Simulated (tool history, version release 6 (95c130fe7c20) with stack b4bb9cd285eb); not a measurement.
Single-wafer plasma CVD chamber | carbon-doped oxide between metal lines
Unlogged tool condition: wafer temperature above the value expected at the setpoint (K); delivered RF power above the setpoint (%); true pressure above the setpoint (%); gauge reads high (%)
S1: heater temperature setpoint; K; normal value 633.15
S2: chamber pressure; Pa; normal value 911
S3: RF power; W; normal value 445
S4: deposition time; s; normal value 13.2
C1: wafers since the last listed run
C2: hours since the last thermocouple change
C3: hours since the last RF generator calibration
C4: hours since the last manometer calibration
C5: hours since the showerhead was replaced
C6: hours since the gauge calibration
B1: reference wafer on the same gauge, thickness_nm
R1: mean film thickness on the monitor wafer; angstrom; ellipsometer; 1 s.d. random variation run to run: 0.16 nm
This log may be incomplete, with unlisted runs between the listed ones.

run 1 hour=0.0 | S1=633.15 S2=911 S3=445 S4=13.2 | C1=0 C2=1706.3 C3=729.6 C4=850.8 C5=6060.4 C6=217.8 | B1=57.273 | R1=609.89
run 2 hour=52.6 | S1=633.15 S2=911 S3=445 S4=13.2 | C1=2117 C2=1758.9 C3=782.2 C4=903.4 C5=6113.0 C6=270.4 | B1=57.364 | R1=608.73
run 3 hour=104.8 | S1=633.15 S2=911 S3=445 S4=13.2 | C1=2101 C2=1811.1 C3=834.4 C4=955.6 C5=6165.2 C6=322.6 | B1=57.454 | R1=611.59
run 4 hour=167.2 | S1=633.15 S2=911 S3=445 S4=12.5 | C1=2512 C2=1873.5 C3=896.8 C4=1018.0 C5=6227.6 C6=385.0 | B1=57.497 | R1=578.61
run 5 hour=199.0 | S1=633.15 S2=911 S3=445 S4=12.5 | C1=1280 C2=1905.3 C3=928.6 C4=1049.8 C5=6259.4 C6=416.8 | B1=57.579 | R1=581.19
run 6 hour=263.8 | S1=633.15 S2=911 S3=445 S4=13.2 | C1=2608 C2=1970.1 C3=993.4 C4=1114.6 C5=6324.2 C6=481.6 | B1=57.616 | R1=615.43
run 7 hour=325.7 | S1=633.15 S2=911 S3=445 S4=13.2 | C1=2491 C2=2032.0 C3=1055.3 C4=1176.5 C5=6386.1 C6=543.5 | B1=57.647 | R1=612.40
-- hour=449.0 capacitance manometer re-zeroed and calibrated
run 8 hour=510.8 | S1=633.15 S2=911 S3=445 S4=13.2 | C1=7129 C2=2217.1 C3=1240.4 C4=61.8 C5=6571.2 C6=728.6 | B1=57.804 | R1=612.86
-- hour=519.2 RF generator calibrated
-- hour=577.9 showerhead replaced
run 9 hour=580.0 | S1=633.15 S2=911 S3=445 S4=13.2 | C1=2141 C2=2286.3 C3=60.8 C4=131.0 C5=2.1 C6=797.8 | B1=57.799 | R1=616.28
run 10 hour=619.5 | S1=633.15 S2=729 S3=445 S4=13.2 | C1=1590 C2=2325.8 C3=100.3 C4=170.5 C5=41.6 C6=837.3 | B1=57.819 | R1=608.85
run 11 hour=644.6 | S1=642.15 S2=911 S3=470 S4=13.2 | C1=1010 C2=2350.9 C3=125.4 C4=195.6 C5=66.7 C6=862.4 | B1=57.826 | R1=624.40
-- hour=696.5 thermocouple changed; heater temperature recalibrated
run 12 hour=706.2 | S1=633.15 S2=911 S3=390 S4=13.2 | C1=2157 C2=9.7 C3=187.0 C4=257.2 C5=128.3 C6=924.0 | B1=57.853 | R1=572.35
run 13 hour=758.9 | S1=629.15 S2=911 S3=445 S4=12.3 | C1=2121 C2=62.4 C3=239.7 C4=309.9 C5=181.0 C6=976.7 | B1=57.846 | R1=579.02
run 14 hour=809.5 | S1=627.15 S2=997 S3=405 S4=14.8 | C1=2036 C2=113.0 C3=290.3 C4=360.5 C5=231.6 C6=1027.3 | B1=57.859 | R1=666.50
-- hour=838.6 gauge calibrated
run 15 hour=844.7 | S1=633.15 S2=911 S3=445 S4=13.2 | C1=1417 C2=148.2 C3=325.5 C4=395.7 C5=266.8 C6=6.1 | B1=56.633 | R1=602.84
run 16 hour=900.0 | S1=646.15 S2=789 S3=445 S4=14.0 | C1=2226 C2=203.5 C3=380.8 C4=451.0 C5=322.1 C6=61.4 | B1=56.801 | R1=617.47
run 17 hour=1032.9 | S1=644.15 S2=840 S3=510 S4=12.2 | C1=5350 C2=336.4 C3=513.7 C4=583.9 C5=455.0 C6=194.3 | B1=57.092 | R1=590.27
run 18 hour=1090.8 | S1=633.15 S2=911 S3=390 S4=13.2 | C1=2330 C2=394.3 C3=571.6 C4=641.8 C5=512.9 C6=252.2 | B1=57.168 | R1=565.20
run 19 hour=1129.9 | S1=633.15 S2=1019 S3=525 S4=13.2 | C1=1574 C2=433.4 C3=610.7 C4=680.9 C5=552.0 C6=291.3 | B1=57.211 | R1=666.96
run 20 hour=1163.6 | S1=633.15 S2=911 S3=445 S4=13.2 | C1=1356 C2=467.1 C3=644.4 C4=714.6 C5=585.7 C6=325.0 | B1=57.236 | R1=610.29
run 21 hour=1213.3 | S1=633.15 S2=1083 S3=445 S4=13.2 | C1=2000 C2=516.8 C3=694.1 C4=764.3 C5=635.4 C6=374.7 | B1=57.363 | R1=614.76
run 22 hour=1270.1 | S1=625.15 S2=911 S3=445 S4=11.0 | C1=2286 C2=573.6 C3=750.9 C4=821.1 C5=692.2 C6=431.5 | B1=57.414 | R1=522.06
run 23 hour=1306.8 | S1=633.15 S2=1008 S3=445 S4=13.2 | C1=1477 C2=610.3 C3=787.6 C4=857.8 C5=728.9 C6=468.2 | B1=57.431 | R1=617.15
run 24 hour=1347.3 | S1=633.15 S2=1024 S3=515 S4=13.2 | C1=1630 C2=650.8 C3=828.1 C4=898.3 C5=769.4 C6=508.7 | B1=57.483 | R1=663.36
run 25 hour=1414.2 | S1=618.15 S2=843 S3=445 S4=10.7 | C1=2693 C2=717.7 C3=895.0 C4=965.2 C5=836.3 C6=575.6 | B1=57.513 | R1=516.03

What if the next run were any one of these 4? Each begins from the tool's condition after run 25:
run A hour=1414.6 | S1=633.15 S2=911 S3=445 S4=15.3 | C1=16 C2=718.1 C3=895.4 C4=965.6 C5=836.7 C6=576.0 | B1=? | R1=?
run B hour=1414.6 | S1=633.15 S2=692 S3=525 S4=10.7 | C1=16 C2=718.1 C3=895.4 C4=965.6 C5=836.7 C6=576.0 | B1=? | R1=?
run C hour=1414.6 | S1=633.15 S2=911 S3=520 S4=14.7 | C1=16 C2=718.1 C3=895.4 C4=965.6 C5=836.7 C6=576.0 | B1=? | R1=?
run D hour=1414.6 | S1=621.15 S2=911 S3=445 S4=13.2 | C1=16 C2=718.1 C3=895.4 C4=965.6 C5=836.7 C6=576.0 | B1=? | R1=?

run=A B1=57.532 R1=709.84
run=B B1=57.532 R1=536.46
run=C B1=57.532 R1=742.02
run=D B1=57.532 R1=631.76
Stripped of hidden state, with their random variation kept, the same runs would have yielded:
run=A R1=699.70
run=B R1=528.79
run=C R1=731.42
run=D R1=622.73
